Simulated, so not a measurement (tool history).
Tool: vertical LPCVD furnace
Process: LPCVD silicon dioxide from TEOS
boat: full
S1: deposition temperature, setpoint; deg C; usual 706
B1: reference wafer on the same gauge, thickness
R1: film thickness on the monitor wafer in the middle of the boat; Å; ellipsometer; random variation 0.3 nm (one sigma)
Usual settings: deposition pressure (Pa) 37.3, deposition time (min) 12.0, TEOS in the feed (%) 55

{"run": 1, "hour": 0.0, "S1": 706, "deposition pressure (Pa)": 37.3, "deposition time (min)": 12.0, "TEOS in the feed (%)": 55, "B1": 80.38, "R1": 818.0}
{"run": 2, "hour": 15.5, "S1": 706, "deposition pressure (Pa)": 37.3, "deposition time (min)": 12.0, "TEOS in the feed (%)": 55, "B1": 80.44, "R1": 816.5}
{"run": 3, "hour": 40.7, "S1": 706, "deposition pressure (Pa)": 37.3, "deposition time (min)": 12.0, "TEOS in the feed (%)": 55, "B1": 80.42, "R1": 819.6}
{"run": 4, "hour": 72.6, "S1": 702, "deposition pressure (Pa)": 37.3, "deposition time (min)": 12.0, "TEOS in the feed (%)": 55, "B1": 80.49, "R1": 746.6}
{"run": 5, "hour": 106.9, "S1": 706, "deposition pressure (Pa)": 37.3, "deposition time (min)": 12.0, "TEOS in the feed (%)": 55, "B1": 80.47, "R1": 819.4}
{"run": 6, "hour": 127.6, "S1": 706, "deposition pressure (Pa)": 37.3, "deposition time (min)": 12.0, "TEOS in the feed (%)": 48, "B1": 80.44, "R1": 764.9}
{"run": 7, "hour": 147.8, "S1": 706, "deposition pressure (Pa)": 37.3, "deposition time (min)": 12.0, "TEOS in the feed (%)": 48, "B1": 80.4, "R1": 761.0}
{"run": 8, "hour": 167.2, "S1": 706, "deposition pressure (Pa)": 37.3, "deposition time (min)": 12.0, "TEOS in the feed (%)": 48, "B1": 80.36, "R1": 764.1}
{"run": 9, "hour": 192.9, "S1": 706, "deposition pressure (Pa)": 37.3, "deposition time (min)": 12.0, "TEOS in the feed (%)": 55, "B1": 80.38, "R1": 816.8}
{"run": 10, "hour": 212.3, "S1": 706, "deposition pressure (Pa)": 37.3, "deposition time (min)": 12.0, "TEOS in the feed (%)": 55, "B1": 80.46, "R1": 817.3}
{"run": 11, "hour": 255.1, "S1": 706, "deposition pressure (Pa)": 44.0, "deposition time (min)": 12.0, "TEOS in the feed (%)": 55, "B1": 80.34, "R1": 884.4}
{"run": 12, "hour": 263.6, "S1": 706, "deposition pressure (Pa)": 44.0, "deposition time (min)": 12.0, "TEOS in the feed (%)": 55, "B1": 80.36, "R1": 891.8}
{"run": 13, "hour": 370.1, "S1": 706, "deposition pressure (Pa)": 37.3, "deposition time (min)": 12.0, "TEOS in the feed (%)": 55, "B1": 81.22, "R1": 827.9}
{"run": 14, "hour": 391.4, "S1": 706, "deposition pressure (Pa)": 37.3, "deposition time (min)": 12.0, "TEOS in the feed (%)": 55, "B1": 81.02, "R1": 824.8}
{"run": 15, "hour": 411.9, "S1": 706, "deposition pressure (Pa)": 37.3, "deposition time (min)": 12.0, "TEOS in the feed (%)": 55, "B1": 80.97, "R1": 819.2}
{"run": 16, "hour": 430.7, "S1": 706, "deposition pressure (Pa)": 37.3, "deposition time (min)": 12.0, "TEOS in the feed (%)": 55, "B1": 80.98, "R1": 821.0}
{"run": 17, "hour": 445.7, "S1": 706, "deposition pressure (Pa)": 37.3, "deposition time (min)": 16.5, "TEOS in the feed (%)": 55, "B1": 80.94, "R1": 1136.1}
{"run": 18, "hour": 481.3, "S1": 706, "deposition pressure (Pa)": 37.3, "deposition time (min)": 12.0, "TEOS in the feed (%)": 48, "B1": 80.76, "R1": 770.6}
{"run": 19, "hour": 503.2, "S1": 706, "deposition pressure (Pa)": 37.3, "deposition time (min)": 12.0, "TEOS in the feed (%)": 55, "B1": 80.91, "R1": 823.2}
{"run": 20, "hour": 524.7, "S1": 695, "deposition pressure (Pa)": 37.3, "deposition time (min)": 8.5, "TEOS in the feed (%)": 55, "B1": 80.87, "R1": 448.2}
{"run": 21, "hour": 547.9, "S1": 706, "deposition pressure (Pa)": 32.7, "deposition time (min)": 12.0, "TEOS in the feed (%)": 55, "B1": 80.69, "R1": 770.6}
{"run": 22, "hour": 565.4, "S1": 709, "deposition pressure (Pa)": 37.3, "deposition time (min)": 7.5, "TEOS in the feed (%)": 55, "B1": 80.82, "R1": 549.8}
{"run": 23, "hour": 580.1, "S1": 706, "deposition pressure (Pa)": 37.3, "deposition time (min)": 12.0, "TEOS in the feed (%)": 63, "B1": 80.72, "R1": 876.0}
{"run": 24, "hour": 596.3, "S1": 713, "deposition pressure (Pa)": 32.7, "deposition time (min)": 12.0, "TEOS in the feed (%)": 55, "B1": 80.68, "R1": 903.0}
{"run": 25, "hour": 614.2, "S1": 706, "deposition pressure (Pa)": 37.3, "deposition time (min)": 12.0, "TEOS in the feed (%)": 55, "B1": 80.57, "R1": 824.6}
{"run": 26, "hour": 646.0, "S1": 713, "deposition pressure (Pa)": 29.3, "deposition time (min)": 8.5, "TEOS in the feed (%)": 51, "B1": 80.58, "R1": 581.0}
{"run": 27, "hour": 658.2, "S1": 706, "deposition pressure (Pa)": 37.3, "deposition time (min)": 12.0, "TEOS in the feed (%)": 55, "B1": 80.5, "R1": 816.2}
{"run": 28, "hour": 681.5, "S1": 694, "deposition pressure (Pa)": 37.3, "deposition time (min)": 12.0, "TEOS in the feed (%)": 55, "B1": 80.57, "R1": 617.3}
{"run": 29, "hour": 759.5, "S1": 706, "deposition pressure (Pa)": 37.3, "deposition time (min)": 12.0, "TEOS in the feed (%)": 55, "B1": 80.49, "R1": 815.4}
{"run": 30, "hour": 789.6, "S1": 713, "deposition pressure (Pa)": 37.3, "deposition time (min)": 12.0, "TEOS in the feed (%)": 55, "B1": 80.47, "R1": 958.1}
{"run": 31, "hour": 808.2, "S1": 706, "deposition pressure (Pa)": 33.3, "deposition time (min)": 15.5, "TEOS in the feed (%)": 55, "B1": 80.42, "R1": 997.5}
{"run": 32, "hour": 842.5, "S1": 706, "deposition pressure (Pa)": 37.3, "deposition time (min)": 12.0, "TEOS in the feed (%)": 50, "B1": 80.51, "R1": 776.7}

Not shown: 4 entries that the log had between the listed runs. Between which runs, and how does the tool's hidden state differ before and after?
Between runs 10 and 11: thermocouples replaced and temperature profile calibrated (hour 254.6)
  gauge reads high (%): -1.52 -> -1.53
  measured less the result without the state, R1: -12.6 -> -13.7 Å
Between runs 12 and 13: gauge calibrated (hour 270.0); TEOS flow controller replaced (hour 362.7)
  gauge reads high (%): -1.53 -> -0.432
  measured less the result without the state, R1: -13.9 -> -3.6 Å
Between runs 25 and 26: pressure gauge zeroed (hour 645.5)
  gauge reads high (%): -1.16 -> -1.21
  measured less the result without the state, R1: -9.7 -> -7.1 Å

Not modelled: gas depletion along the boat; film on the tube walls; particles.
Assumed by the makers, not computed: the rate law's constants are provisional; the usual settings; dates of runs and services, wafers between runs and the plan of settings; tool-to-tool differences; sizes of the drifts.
